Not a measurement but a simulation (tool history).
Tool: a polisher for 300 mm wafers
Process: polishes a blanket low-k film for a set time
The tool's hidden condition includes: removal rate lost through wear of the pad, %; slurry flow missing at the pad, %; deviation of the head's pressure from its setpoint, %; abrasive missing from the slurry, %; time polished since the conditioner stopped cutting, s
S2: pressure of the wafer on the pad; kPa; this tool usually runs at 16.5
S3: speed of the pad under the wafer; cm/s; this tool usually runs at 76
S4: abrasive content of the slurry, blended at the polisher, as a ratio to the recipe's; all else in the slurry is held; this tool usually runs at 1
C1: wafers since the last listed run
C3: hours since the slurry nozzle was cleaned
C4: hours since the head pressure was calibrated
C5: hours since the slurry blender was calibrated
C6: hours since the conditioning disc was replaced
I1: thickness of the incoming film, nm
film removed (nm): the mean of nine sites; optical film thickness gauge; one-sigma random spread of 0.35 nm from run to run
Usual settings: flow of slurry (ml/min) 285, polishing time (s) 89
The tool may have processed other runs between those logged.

run 1 hour=0 | flow_of_slurry_(ml/min)=285 S2=16.5 S3=76 S4=1 polishing_time_(s)=89 | C1=0 wafers_polished_on_this_pad=191 C3=70.4 C4=1219.9 C5=170.8 C6=202.7 | I1=657.7 | film_removed_(nm)=32
run 2 hour=8.9 | flow_of_slurry_(ml/min)=285 S2=16.5 S3=76 S4=1 polishing_time_(s)=89 | C1=99 wafers_polished_on_this_pad=291 C3=79.3 C4=1228.8 C5=179.7 C6=211.6 | I1=644.4 | film_removed_(nm)=30.8
run 3 hour=26.6 | flow_of_slurry_(ml/min)=285 S2=16.5 S3=76 S4=1 polishing_time_(s)=89 | C1=198 wafers_polished_on_this_pad=490 C3=97 C4=1246.5 C5=197.4 C6=229.3 | I1=640.6 | film_removed_(nm)=30.1
run 4 hour=37.4 | flow_of_slurry_(ml/min)=285 S2=16.5 S3=76 S4=1 polishing_time_(s)=89 | C1=121 wafers_polished_on_this_pad=611 C3=107.8 C4=1257.3 C5=208.2 C6=240.1 | I1=652.5 | film_removed_(nm)=29.6
-- hour=44.1 worn pad replaced by a new one
run 5 hour=50 | flow_of_slurry_(ml/min)=285 S2=16.5 S3=84 S4=1 polishing_time_(s)=89 | C1=96 wafers_polished_on_this_pad=66 C3=120.4 C4=1269.9 C5=220.8 C6=252.7 | I1=663.1 | film_removed_(nm)=34.1
run 6 hour=62.4 | flow_of_slurry_(ml/min)=285 S2=16.5 S3=76 S4=1 polishing_time_(s)=89 | C1=139 wafers_polished_on_this_pad=205 C3=132.8 C4=1282.3 C5=233.2 C6=265.1 | I1=653 | film_removed_(nm)=31.6
run 7 hour=71.2 | flow_of_slurry_(ml/min)=325 S2=12.4 S3=76 S4=1 polishing_time_(s)=89 | C1=98 wafers_polished_on_this_pad=304 C3=141.6 C4=1291.1 C5=242 C6=273.9 | I1=657.1 | film_removed_(nm)=25
run 8 hour=85.1 | flow_of_slurry_(ml/min)=325 S2=12.4 S3=76 S4=1 polishing_time_(s)=89 | C1=155 wafers_polished_on_this_pad=459 C3=155.5 C4=1305 C5=255.9 C6=287.8 | I1=661.2 | film_removed_(nm)=24.1
-- hour=98.5 head pressure recalibrated
run 9 hour=99 | flow_of_slurry_(ml/min)=325 S2=12.4 S3=76 S4=1 polishing_time_(s)=89 | C1=133 wafers_polished_on_this_pad=593 C3=169.4 C4=0.5 C5=269.8 C6=301.7 | I1=650.7 | film_removed_(nm)=23.4
-- hour=105.1 worn pad replaced by a new one
run 10 hour=116.6 | flow_of_slurry_(ml/min)=285 S2=16.5 S3=76 S4=1 polishing_time_(s)=89 | C1=152 wafers_polished_on_this_pad=128 C3=187 C4=18.1 C5=287.4 C6=319.3 | I1=647.8 | film_removed_(nm)=30.5
run 11 hour=127.6 | flow_of_slurry_(ml/min)=285 S2=16.5 S3=76 S4=1 polishing_time_(s)=89 | C1=123 wafers_polished_on_this_pad=252 C3=198 C4=29.1 C5=298.4 C6=330.3 | I1=651.4 | film_removed_(nm)=29.6
-- hour=133.1 slurry blender recalibrated
run 12 hour=143.8 | flow_of_slurry_(ml/min)=285 S2=12.4 S3=76 S4=1 polishing_time_(s)=107 | C1=159 wafers_polished_on_this_pad=411 C3=214.2 C4=45.3 C5=10.7 C6=346.5 | I1=658.5 | film_removed_(nm)=30
-- hour=177.6 worn pad replaced by a new one
run 13 hour=178.1 | flow_of_slurry_(ml/min)=355 S2=21.4 S3=64 S4=1 polishing_time_(s)=106 | C1=339 wafers_polished_on_this_pad=5 C3=248.5 C4=79.6 C5=45 C6=380.8 | I1=645.7 | film_removed_(nm)=42.9
-- hour=187.2 conditioning disc replaced and pad reconditioned
run 14 hour=187.7 | flow_of_slurry_(ml/min)=285 S2=16.5 S3=76 S4=0.75 polishing_time_(s)=89 | C1=85 wafers_polished_on_this_pad=90 C3=258.1 C4=89.2 C5=54.6 C6=0.5 | I1=651.1 | film_removed_(nm)=29.4
-- hour=190.8 slurry nozzle cleaned
run 15 hour=198.5 | flow_of_slurry_(ml/min)=285 S2=16.5 S3=56 S4=1 polishing_time_(s)=89 | C1=109 wafers_polished_on_this_pad=200 C3=7.7 C4=100 C5=65.4 C6=11.3 | I1=640.6 | film_removed_(nm)=26.1
run 16 hour=212.5 | flow_of_slurry_(ml/min)=285 S2=16.5 S3=76 S4=1 polishing_time_(s)=89 | C1=157 wafers_polished_on_this_pad=357 C3=21.7 C4=114 C5=79.4 C6=25.3 | I1=660.3 | film_removed_(nm)=31.1
run 17 hour=229.5 | flow_of_slurry_(ml/min)=360 S2=18.6 S3=76 S4=0.9 polishing_time_(s)=97 | C1=190 wafers_polished_on_this_pad=548 C3=38.7 C4=131 C5=96.4 C6=42.3 | I1=646.6 | film_removed_(nm)=35.9
-- hour=240.3 worn pad replaced by a new one
run 18 hour=241.4 | flow_of_slurry_(ml/min)=285 S2=16.5 S3=76 S4=1 polishing_time_(s)=89 | C1=88 wafers_polished_on_this_pad=11 C3=50.6 C4=142.9 C5=108.3 C6=54.2 | I1=653.7 | film_removed_(nm)=32.5
run 19 hour=252 | flow_of_slurry_(ml/min)=285 S2=16.5 S3=76 S4=1 polishing_time_(s)=89 | C1=118 wafers_polished_on_this_pad=130 C3=61.2 C4=153.5 C5=118.9 C6=64.8 | I1=647.2 | film_removed_(nm)=32.2
run 20 hour=266.7 | flow_of_slurry_(ml/min)=360 S2=20 S3=66 S4=1.2 polishing_time_(s)=89 | C1=164 wafers_polished_on_this_pad=295 C3=75.9 C4=168.2 C5=133.6 C6=79.5 | I1=645.7 | film_removed_(nm)=36.7
run 21 hour=274.6 | flow_of_slurry_(ml/min)=285 S2=16.5 S3=76 S4=1.25 polishing_time_(s)=110 | C1=88 wafers_polished_on_this_pad=384 C3=83.8 C4=176.1 C5=141.5 C6=87.4 | I1=657.4 | film_removed_(nm)=41.1
run 22 hour=290.8 | flow_of_slurry_(ml/min)=355 S2=14.5 S3=76 S4=1 polishing_time_(s)=89 | C1=181 wafers_polished_on_this_pad=566 C3=100 C4=192.3 C5=157.7 C6=103.6 | I1=651.3 | film_removed_(nm)=27.9
-- hour=295.3 worn pad replaced by a new one
run 23 hour=296.8 | flow_of_slurry_(ml/min)=285 S2=12.4 S3=64 S4=1 polishing_time_(s)=89 | C1=22 wafers_polished_on_this_pad=17 C3=106 C4=198.3 C5=163.7 C6=109.6 | I1=655.4 | film_removed_(nm)=22.9
run 24 hour=318.1 | flow_of_slurry_(ml/min)=225 S2=14.5 S3=76 S4=0.75 polishing_time_(s)=112 | C1=238 wafers_polished_on_this_pad=256 C3=127.3 C4=219.6 C5=185 C6=130.9 | I1=649.1 | film_removed_(nm)=31.5

How would selected steps in film removed (nm) from run to run divide? Give the signed amount a tool lacking its hidden state would still show from settings, what came in and random variation, and the signed amount left for the hidden state, including any gauge scatter that is not in both of the compared results.
Run 13 -> 14: flow of slurry (ml/min) 355 -> 285, S2 21.4 -> 16.5, S3 64 -> 76, S4 1 -> 0.75, polishing time (s) 106 -> 89, conditioning disc replaced and pad reconditioned. film removed (nm) -13.5: hidden state +0.1, all else -13.6.
Run 17 -> 18: flow of slurry (ml/min) 360 -> 285, S2 18.6 -> 16.5, S4 0.9 -> 1, polishing time (s) 97 -> 89, worn pad replaced by a new one. film removed (nm) -3.4: hidden state +2.7, all else -6.1.
Run 21 -> 22: flow of slurry (ml/min) 285 -> 355, S2 16.5 -> 14.5, S4 1.25 -> 1, polishing time (s) 110 -> 89. film removed (nm) -13.2: hidden state -0.5, all else -12.7.
Run 22 -> 23: flow of slurry (ml/min) 355 -> 285, S2 14.5 -> 12.4, S3 76 -> 64, worn pad replaced by a new one. film removed (nm) -5: hidden state +2.1, all else -7.1.
